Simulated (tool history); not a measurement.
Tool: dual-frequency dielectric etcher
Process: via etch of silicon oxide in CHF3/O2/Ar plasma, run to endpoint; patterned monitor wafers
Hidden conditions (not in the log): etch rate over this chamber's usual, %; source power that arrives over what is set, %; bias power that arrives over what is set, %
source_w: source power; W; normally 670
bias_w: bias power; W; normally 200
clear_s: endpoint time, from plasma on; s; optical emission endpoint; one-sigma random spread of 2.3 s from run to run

run,hour,source_w,bias_w,wafers since the last listed run,hours since the last wet clean,hours since the last source power generator calibration,hours since the last bias power generator calibration,hours since the last upper electrode change,"incoming incoming film thickness, nm",clear_s
1,0.0,730,200,0,128.1,2716.2,1674.0,3694.0,750.5,367.5
2,90.7,730,200,293,218.8,2806.9,1764.7,3784.7,748.8,368.8
3,134.3,730,200,141,262.4,2850.5,1808.3,3828.3,748.7,371.0
4,233.8,670,200,322,361.9,2950.0,1907.8,3927.8,742.7,372.5
# hour 374.5: wet clean of the chamber
5,554.2,670,200,960,179.7,3270.4,2228.2,4248.2,757.9,397.1
# hour 669.2: wet clean of the chamber, repeated, since the last time left the tool worse
6,747.5,670,200,548,78.3,3463.7,2421.5,4441.5,748.2,374.6
7,844.4,560,200,313,175.2,3560.6,2518.4,4538.4,747.4,385.7
8,1007.6,670,237,528,338.4,3723.8,2681.6,4701.6,752.9,357.9
# hour 1157.7: wet clean of the chamber
# hour 1177.7: upper electrode replaced
9,1249.8,670,237,642,92.1,3966.0,2923.8,72.1,751.5,353.4
10,1295.6,670,237,148,137.9,4011.8,2969.6,117.9,755.8,357.2
11,1344.0,670,200,156,186.3,4060.2,3018.0,166.3,751.9,374.1
# hour 1387.9: source power generator calibrated
12,1393.9,600,217,148,236.2,6.0,3067.9,216.2,758.0,378.0
13,1466.8,730,200,236,309.1,78.9,3140.8,289.1,756.8,372.4
# hour 1500.4: bias power generator calibrated
14,1517.3,520,200,150,359.6,129.4,16.9,339.6,756.1,401.0
15,1606.0,720,200,287,448.3,218.1,105.6,428.3,752.7,371.2
# hour 1645.6: wet clean of the chamber
16,1676.9,520,162,151,31.3,289.0,176.5,499.2,757.0,422.6
17,1743.7,670,170,216,98.1,355.8,243.3,566.0,758.6,395.2
18,1803.3,810,246,193,157.7,415.4,302.9,625.6,750.8,331.8
19,1851.7,670,200,156,206.1,463.8,351.3,674.0,753.4,371.3
20,1954.0,600,217,331,308.4,566.1,453.6,776.3,747.7,372.3
21,2020.8,670,158,216,375.2,632.9,520.4,843.1,750.2,410.7

Branching from run 21: 3 alternative next runs. What would each branch give?
A,2021.3,670,219,1,375.7,633.4,520.9,843.6,751.8,?
B,2021.3,760,185,1,375.7,633.4,520.9,843.6,751.8,?
C,2021.3,780,178,1,375.7,633.4,520.9,843.6,751.8,?

run,clear_s
A,364.1
B,374.3
C,376.7
What these runs would have given with no unlogged condition in the tool:
run,clear_s
A,357.3
B,367.4
C,369.8
